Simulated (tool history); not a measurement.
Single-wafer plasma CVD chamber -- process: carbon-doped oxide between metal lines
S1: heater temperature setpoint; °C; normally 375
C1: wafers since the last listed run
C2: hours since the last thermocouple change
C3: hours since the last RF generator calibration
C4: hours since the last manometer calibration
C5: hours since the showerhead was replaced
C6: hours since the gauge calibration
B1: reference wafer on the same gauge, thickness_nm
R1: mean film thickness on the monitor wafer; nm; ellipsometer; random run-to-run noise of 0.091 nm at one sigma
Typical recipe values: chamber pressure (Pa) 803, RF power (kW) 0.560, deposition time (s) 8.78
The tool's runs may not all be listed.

{"run": 1, "hour": 0.0, "S1": 375, "chamber pressure (Pa)": 803, "RF power (kW)": 0.56, "deposition time (s)": 8.78, "C1": 0, "C2": 1777.9, "C3": 745.8, "C4": 2021.2, "C5": 7910.9, "C6": 368.6, "B1": 41.357, "R1": 44.681}
{"run": 2, "hour": 68.6, "S1": 369, "chamber pressure (Pa)": 803, "RF power (kW)": 0.56, "deposition time (s)": 8.78, "C1": 3500, "C2": 1846.5, "C3": 814.4, "C4": 2089.8, "C5": 7979.5, "C6": 437.2, "B1": 41.337, "R1": 45.248}
{"run": 3, "hour": 135.9, "S1": 369, "chamber pressure (Pa)": 803, "RF power (kW)": 0.56, "deposition time (s)": 8.78, "C1": 3434, "C2": 1913.8, "C3": 881.7, "C4": 2157.1, "C5": 8046.8, "C6": 504.5, "B1": 41.357, "R1": 45.381}
{"run": 4, "hour": 161.4, "S1": 375, "chamber pressure (Pa)": 803, "RF power (kW)": 0.61, "deposition time (s)": 8.78, "C1": 1301, "C2": 1939.3, "C3": 907.2, "C4": 2182.6, "C5": 8072.3, "C6": 530.0, "B1": 41.369, "R1": 47.487}
{"run": 5, "hour": 218.2, "S1": 375, "chamber pressure (Pa)": 803, "RF power (kW)": 0.61, "deposition time (s)": 8.78, "C1": 2898, "C2": 1996.1, "C3": 964.0, "C4": 2239.4, "C5": 8129.1, "C6": 586.8, "B1": 41.311, "R1": 47.47}
{"run": 6, "hour": 276.3, "S1": 375, "chamber pressure (Pa)": 803, "RF power (kW)": 0.61, "deposition time (s)": 8.78, "C1": 2965, "C2": 2054.2, "C3": 1022.1, "C4": 2297.5, "C5": 8187.2, "C6": 644.9, "B1": 41.339, "R1": 47.457}
{"run": 7, "hour": 326.6, "S1": 375, "chamber pressure (Pa)": 803, "RF power (kW)": 0.56, "deposition time (s)": 8.78, "C1": 2567, "C2": 2104.5, "C3": 1072.4, "C4": 2347.8, "C5": 8237.5, "C6": 695.2, "B1": 41.235, "R1": 44.661}
{"run": 8, "hour": 361.9, "S1": 372, "chamber pressure (Pa)": 803, "RF power (kW)": 0.56, "deposition time (s)": 8.78, "C1": 1801, "C2": 2139.8, "C3": 1107.7, "C4": 2383.1, "C5": 8272.8, "C6": 730.5, "B1": 41.242, "R1": 44.875}
{"run": 9, "hour": 406.7, "S1": 372, "chamber pressure (Pa)": 803, "RF power (kW)": 0.56, "deposition time (s)": 8.78, "C1": 2286, "C2": 2184.6, "C3": 1152.5, "C4": 2427.9, "C5": 8317.6, "C6": 775.3, "B1": 41.178, "R1": 44.839}
{"run": 10, "hour": 463.9, "S1": 372, "chamber pressure (Pa)": 803, "RF power (kW)": 0.56, "deposition time (s)": 8.78, "C1": 2919, "C2": 2241.8, "C3": 1209.7, "C4": 2485.1, "C5": 8374.8, "C6": 832.5, "B1": 41.23, "R1": 44.844}
{"run": 11, "hour": 500.9, "S1": 375, "chamber pressure (Pa)": 803, "RF power (kW)": 0.56, "deposition time (s)": 8.78, "C1": 1888, "C2": 2278.8, "C3": 1246.7, "C4": 2522.1, "C5": 8411.8, "C6": 869.5, "B1": 41.192, "R1": 44.533}
{"run": 12, "hour": 546.1, "S1": 375, "chamber pressure (Pa)": 803, "RF power (kW)": 0.56, "deposition time (s)": 8.78, "C1": 2306, "C2": 2324.0, "C3": 1291.9, "C4": 2567.3, "C5": 8457.0, "C6": 914.7, "B1": 41.164, "R1": 44.491}
{"hour": 597.2, "done": "capacitance manometer re-zeroed and calibrated"}
{"hour": 615.3, "done": "thermocouple changed; heater temperature recalibrated"}
{"run": 13, "hour": 617.5, "S1": 375, "chamber pressure (Pa)": 803, "RF power (kW)": 0.56, "deposition time (s)": 8.78, "C1": 2827, "C2": 2.2, "C3": 1363.3, "C4": 20.3, "C5": 8528.4, "C6": 986.1, "B1": 41.113, "R1": 44.303}
{"run": 14, "hour": 666.2, "S1": 375, "chamber pressure (Pa)": 803, "RF power (kW)": 0.56, "deposition time (s)": 8.78, "C1": 2485, "C2": 50.9, "C3": 1412.0, "C4": 69.0, "C5": 8577.1, "C6": 1034.8, "B1": 41.118, "R1": 44.256}
{"run": 15, "hour": 727.2, "S1": 383, "chamber pressure (Pa)": 613, "RF power (kW)": 0.56, "deposition time (s)": 8.78, "C1": 3113, "C2": 111.9, "C3": 1473.0, "C4": 130.0, "C5": 8638.1, "C6": 1095.8, "B1": 41.082, "R1": 41.771}
{"run": 16, "hour": 794.4, "S1": 375, "chamber pressure (Pa)": 803, "RF power (kW)": 0.56, "deposition time (s)": 8.78, "C1": 3429, "C2": 179.1, "C3": 1540.2, "C4": 197.2, "C5": 8705.3, "C6": 1163.0, "B1": 41.051, "R1": 44.238}
{"run": 17, "hour": 835.9, "S1": 371, "chamber pressure (Pa)": 993, "RF power (kW)": 0.56, "deposition time (s)": 10.47, "C1": 2117, "C2": 220.6, "C3": 1581.7, "C4": 238.7, "C5": 8746.8, "C6": 1204.5, "B1": 41.063, "R1": 54.302}
{"run": 18, "hour": 887.7, "S1": 381, "chamber pressure (Pa)": 868, "RF power (kW)": 0.525, "deposition time (s)": 7.08, "C1": 2643, "C2": 272.4, "C3": 1633.5, "C4": 290.5, "C5": 8798.6, "C6": 1256.3, "B1": 40.987, "R1": 33.947}
{"hour": 940.1, "done": "RF generator calibrated"}
{"run": 19, "hour": 946.5, "S1": 365, "chamber pressure (Pa)": 803, "RF power (kW)": 0.56, "deposition time (s)": 9.36, "C1": 2592, "C2": 331.2, "C3": 6.4, "C4": 349.3, "C5": 8857.4, "C6": 1315.1, "B1": 40.924, "R1": 48.463}
{"run": 20, "hour": 971.8, "S1": 375, "chamber pressure (Pa)": 803, "RF power (kW)": 0.63, "deposition time (s)": 8.08, "C1": 1291, "C2": 356.5, "C3": 31.7, "C4": 374.6, "C5": 8882.7, "C6": 1340.4, "B1": 40.932, "R1": 44.465}
{"hour": 983.3, "done": "showerhead replaced"}
{"run": 21, "hour": 1012.5, "S1": 375, "chamber pressure (Pa)": 803, "RF power (kW)": 0.52, "deposition time (s)": 8.78, "C1": 1668, "C2": 397.2, "C3": 72.4, "C4": 415.3, "C5": 29.2, "C6": 1381.1, "B1": 40.907, "R1": 41.725}
{"hour": 1018.3, "done": "gauge calibrated"}
{"run": 22, "hour": 1131.2, "S1": 380, "chamber pressure (Pa)": 989, "RF power (kW)": 0.475, "deposition time (s)": 7.09, "C1": 6057, "C2": 515.9, "C3": 191.1, "C4": 534.0, "C5": 147.9, "C6": 112.9, "B1": 41.471, "R1": 32.284}
{"run": 23, "hour": 1173.7, "S1": 381, "chamber pressure (Pa)": 921, "RF power (kW)": 0.56, "deposition time (s)": 8.78, "C1": 2168, "C2": 558.4, "C3": 233.6, "C4": 576.5, "C5": 190.4, "C6": 155.4, "B1": 41.483, "R1": 44.882}
{"run": 24, "hour": 1214.7, "S1": 375, "chamber pressure (Pa)": 625, "RF power (kW)": 0.625, "deposition time (s)": 8.78, "C1": 2092, "C2": 599.4, "C3": 274.6, "C4": 617.5, "C5": 231.4, "C6": 196.4, "B1": 41.477, "R1": 46.482}
{"run": 25, "hour": 1246.7, "S1": 375, "chamber pressure (Pa)": 803, "RF power (kW)": 0.6, "deposition time (s)": 8.78, "C1": 1633, "C2": 631.4, "C3": 306.6, "C4": 649.5, "C5": 263.4, "C6": 228.4, "B1": 41.442, "R1": 47.078}
{"run": 26, "hour": 1298.2, "S1": 375, "chamber pressure (Pa)": 803, "RF power (kW)": 0.56, "deposition time (s)": 8.78, "C1": 2628, "C2": 682.9, "C3": 358.1, "C4": 701.0, "C5": 314.9, "C6": 279.9, "B1": 41.437, "R1": 44.756}
{"run": 27, "hour": 1328.1, "S1": 364, "chamber pressure (Pa)": 803, "RF power (kW)": 0.56, "deposition time (s)": 8.78, "C1": 1525, "C2": 712.8, "C3": 388.0, "C4": 730.9, "C5": 344.8, "C6": 309.8, "B1": 41.45, "R1": 46.277}
{"run": 28, "hour": 1371.6, "S1": 381, "chamber pressure (Pa)": 921, "RF power (kW)": 0.56, "deposition time (s)": 8.78, "C1": 2220, "C2": 756.3, "C3": 431.5, "C4": 774.4, "C5": 388.3, "C6": 353.3, "B1": 41.44, "R1": 44.963}

3 ways to go on from here, each from the tool as it stands after run 28. What would each give?
{"run": "A", "hour": 1372.0, "S1": 375, "chamber pressure (Pa)": 803, "RF power (kW)": 0.56, "deposition time (s)": 7.84, "C1": 20, "C2": 756.7, "C3": 431.9, "C4": 774.8, "C5": 388.7, "C6": 353.7, "B1": "?", "R1": "?"}
{"run": "B", "hour": 1372.0, "S1": 365, "chamber pressure (Pa)": 803, "RF power (kW)": 0.45, "deposition time (s)": 8.78, "C1": 20, "C2": 756.7, "C3": 431.9, "C4": 774.8, "C5": 388.7, "C6": 353.7, "B1": "?", "R1": "?"}
{"run": "C", "hour": 1372.0, "S1": 375, "chamber pressure (Pa)": 931, "RF power (kW)": 0.655, "deposition time (s)": 8.78, "C1": 20, "C2": 756.7, "C3": 431.9, "C4": 774.8, "C5": 388.7, "C6": 353.7, "B1": "?", "R1": "?"}

run=A B1=41.429 R1=40.047
run=B B1=41.429 R1=38.666
run=C B1=41.429 R1=50.792
What these runs would have given with no unlogged condition in the tool:
run=A R1=40.010
run=B R1=38.630
run=C R1=50.745

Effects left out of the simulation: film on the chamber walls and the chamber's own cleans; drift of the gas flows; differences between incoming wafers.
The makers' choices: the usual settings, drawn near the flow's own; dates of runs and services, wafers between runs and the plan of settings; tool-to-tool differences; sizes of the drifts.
